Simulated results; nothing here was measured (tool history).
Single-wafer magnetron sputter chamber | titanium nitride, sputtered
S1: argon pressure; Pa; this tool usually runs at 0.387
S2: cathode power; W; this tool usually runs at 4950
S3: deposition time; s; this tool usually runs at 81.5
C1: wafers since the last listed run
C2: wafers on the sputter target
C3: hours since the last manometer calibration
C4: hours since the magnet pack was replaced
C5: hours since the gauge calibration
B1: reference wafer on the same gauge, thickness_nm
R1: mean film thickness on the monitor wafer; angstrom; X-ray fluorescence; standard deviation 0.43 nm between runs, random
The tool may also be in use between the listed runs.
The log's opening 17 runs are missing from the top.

run 18 hour=1480.5 | S1=0.331 S2=4600 S3=96.6 | C1=1110 C2=8686 C3=1733.7 C4=1076.4 C5=3634.5 | B1=61.280 | R1=830.14
run 19 hour=1582.3 | S1=0.387 S2=4950 S3=81.5 | C1=1567 C2=10254 C3=1835.5 C4=1178.2 C5=3736.3 | B1=61.182 | R1=731.25
-- hour=1607.3 sputter target and shields replaced
-- hour=1695.4 capacitance manometer re-zeroed and calibrated
run 20 hour=1842.0 | S1=0.387 S2=4950 S3=81.5 | C1=3753 C2=3491 C3=146.6 C4=1437.9 C5=3996.0 | B1=61.276 | R1=742.48
run 21 hour=1945.2 | S1=0.387 S2=4950 S3=81.5 | C1=1589 C2=5081 C3=249.8 C4=1541.1 C5=4099.2 | B1=61.215 | R1=740.78
-- hour=1996.1 gauge calibrated
run 22 hour=2016.4 | S1=0.387 S2=4950 S3=81.5 | C1=1096 C2=6177 C3=321.0 C4=1612.3 C5=20.3 | B1=61.164 | R1=746.08
run 23 hour=2058.5 | S1=0.387 S2=4950 S3=81.5 | C1=648 C2=6826 C3=363.1 C4=1654.4 C5=62.4 | B1=61.249 | R1=742.89
run 24 hour=2118.6 | S1=0.454 S2=4950 S3=81.5 | C1=925 C2=7751 C3=423.2 C4=1714.5 C5=122.5 | B1=61.028 | R1=719.45
run 25 hour=2165.5 | S1=0.387 S2=5650 S3=88.3 | C1=722 C2=8474 C3=470.1 C4=1761.4 C5=169.4 | B1=61.236 | R1=917.96
run 26 hour=2246.4 | S1=0.488 S2=5850 S3=92.5 | C1=1246 C2=9720 C3=551.0 C4=1842.3 C5=250.3 | B1=61.254 | R1=957.85
run 27 hour=2287.9 | S1=0.345 S2=4950 S3=81.5 | C1=639 C2=10359 C3=592.5 C4=1883.8 C5=291.8 | B1=61.118 | R1=742.91
-- hour=2330.7 sputter target and shields replaced
run 28 hour=2331.2 | S1=0.488 S2=5850 S3=92.5 | C1=543 C2=8 C3=635.8 C4=1927.1 C5=335.1 | B1=61.204 | R1=948.29
run 29 hour=2388.8 | S1=0.387 S2=5650 S3=81.5 | C1=887 C2=895 C3=693.4 C4=1984.7 C5=392.7 | B1=61.250 | R1=838.09
run 30 hour=2465.7 | S1=0.266 S2=5750 S3=81.5 | C1=1184 C2=2079 C3=770.3 C4=2061.6 C5=469.6 | B1=61.050 | R1=902.95
run 31 hour=2540.7 | S1=0.311 S2=4950 S3=68.8 | C1=1155 C2=3235 C3=845.3 C4=2136.6 C5=544.6 | B1=61.143 | R1=646.14
run 32 hour=2580.3 | S1=0.319 S2=4050 S3=71.4 | C1=609 C2=3845 C3=884.9 C4=2176.2 C5=584.2 | B1=61.320 | R1=545.66
run 33 hour=2778.2 | S1=0.505 S2=6050 S3=65.9 | C1=3048 C2=6893 C3=1082.8 C4=2374.1 C5=782.1 | B1=61.201 | R1=689.50
run 34 hour=2884.8 | S1=0.336 S2=4550 S3=74.8 | C1=1641 C2=8535 C3=1189.4 C4=2480.7 C5=888.7 | B1=61.151 | R1=639.03

Branching from run 34: 5 alternative next runs. What would each branch give?
run A hour=2885.2 | S1=0.387 S2=4950 S3=81.5 | C1=6 C2=8541 C3=1189.8 C4=2481.1 C5=889.1 | B1=? | R1=?
run B hour=2885.2 | S1=0.299 S2=6100 S3=85.9 | C1=6 C2=8541 C3=1189.8 C4=2481.1 C5=889.1 | B1=? | R1=?
run C hour=2885.2 | S1=0.387 S2=4450 S3=85.8 | C1=6 C2=8541 C3=1189.8 C4=2481.1 C5=889.1 | B1=? | R1=?
run D hour=2885.2 | S1=0.530 S2=3900 S3=81.5 | C1=6 C2=8541 C3=1189.8 C4=2481.1 C5=889.1 | B1=? | R1=?
run E hour=2885.2 | S1=0.305 S2=3900 S3=72.2 | C1=6 C2=8541 C3=1189.8 C4=2481.1 C5=889.1 | B1=? | R1=?

run=A B1=61.231 R1=735.95
run=B B1=61.231 R1=996.09
run=C B1=61.231 R1=696.52
run=D B1=61.231 R1=543.02
run=E B1=61.231 R1=533.76
Had the tool no hidden state, the same runs would have come out as:
run=A R1=748.91
run=B R1=1009.29
run=C R1=708.78
run=D R1=556.29
run=E R1=540.99

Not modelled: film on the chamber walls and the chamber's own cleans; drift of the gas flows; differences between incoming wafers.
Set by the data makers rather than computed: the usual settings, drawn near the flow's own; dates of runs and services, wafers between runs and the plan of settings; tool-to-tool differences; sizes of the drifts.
